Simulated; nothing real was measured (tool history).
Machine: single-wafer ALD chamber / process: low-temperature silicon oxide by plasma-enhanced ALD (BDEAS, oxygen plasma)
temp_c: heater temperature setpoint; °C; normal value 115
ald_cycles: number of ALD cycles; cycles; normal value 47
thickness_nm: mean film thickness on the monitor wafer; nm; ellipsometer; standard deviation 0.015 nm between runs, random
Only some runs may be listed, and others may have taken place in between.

run   hour  temp_c  ald_cycles  wafers since the last listed run  hours since the last thermocouple change  hours since the gauge calibration  read-back reference wafer on the same gauge, thickness_nm  thickness_nm
  1      0     115          47                                 0                                    2169.6                               99.6                                                      5.228         6.155
  2   35.7     115          47                               224                                    2205.3                              135.3                                                       5.22         6.165
  3   49.5     115          47                                86                                    2219.1                              149.1                                                      5.216         6.119
  4   64.9     115          47                                97                                    2234.5                              164.5                                                      5.214         6.133
  5   74.8     115          47                                62                                    2244.4                              174.4                                                      5.211         6.174
  6   89.6     115          47                                93                                    2259.2                              189.2                                                      5.209         6.134
  7   97.7     115          47                                51                                    2267.3                              197.3                                                      5.205         6.118
  8  107.1     115          47                                59                                    2276.7                              206.7                                                      5.204         6.111
  9  116.5     115          47                                59                                    2286.1                              216.1                                                      5.202         6.141
 10  132.9     120          47                               103                                    2302.5                              232.5                                                      5.203         6.084
     150.5  -- thermocouple changed; heater temperature recalibrated
 11    151     110          51                                63                                       0.5                              250.6                                                      5.196         6.683
 12  161.1     115          47                                63                                      10.6                              260.7                                                      5.189         6.116
 13  176.7     115          47                                98                                      26.2                              276.3                                                      5.191         6.102
 14  203.7     115          47                               170                                      53.2                              303.3                                                      5.183         6.122
 15  220.5     115          54                               105                                        70                              320.1                                                      5.181         6.994
 16  228.7     103          47                                51                                      78.2                              328.3                                                      5.179         6.208
 17  237.7     101          47                                56                                      87.2                              337.3                                                      5.175         6.243
 18    245     123          40                                45                                      94.5                              344.6                                                      5.174         5.099
 19  279.6     115          47                               218                                     129.1                              379.2                                                      5.169         6.123
 20  293.7     115          47                                88                                     143.2                              393.3                                                      5.163         6.058
 21  305.6     106          42                                74                                     155.1                              405.2                                                      5.162         5.502
 22  316.1     122          53                                66                                     165.6                              415.7                                                      5.163         6.798
       318  -- gauge calibrated
 23  323.6     108          47                                47                                     173.1                                5.6                                                      5.257         6.275
 24  339.5     122          39                               100                                       189                               21.5                                                      5.258         5.069
 25  354.6     115          40                                95                                     204.1                               36.6                                                      5.257         5.268
 26  370.8     108          41                               102                                     220.3                               52.8                                                       5.25         5.459
 27  378.7     115          47                                49                                     228.2                               60.7                                                      5.248         6.185
 28  386.8     115          56                                51                                     236.3                               68.8                                                      5.247         7.323
 29  402.8     129          50                               100                                     252.3                               84.8                                                      5.241         6.424

Below are 4 alternative next runs, each starting from the tool's condition after run 29. Predict each:
  A  403.3     115          47                                 3                                     252.8                               85.3                                                          ?             ?
  B  403.3     115          52                                 3                                     252.8                               85.3                                                          ?             ?
  C  403.3     109          55                                 3                                     252.8                               85.3                                                          ?             ?
  D  403.3     123          42                                 3                                     252.8                               85.3                                                          ?             ?

run  read-back reference wafer on the same gauge, thickness_nm  thickness_nm
  A                                                      5.242         6.182
  B                                                      5.242          6.84
  C                                                      5.242         7.307
  D                                                      5.242         5.451
Without the tool's unlogged condition, the same runs would have read:
run  thickness_nm
  A          6.19
  B         6.849
  C         7.317
  D         5.458
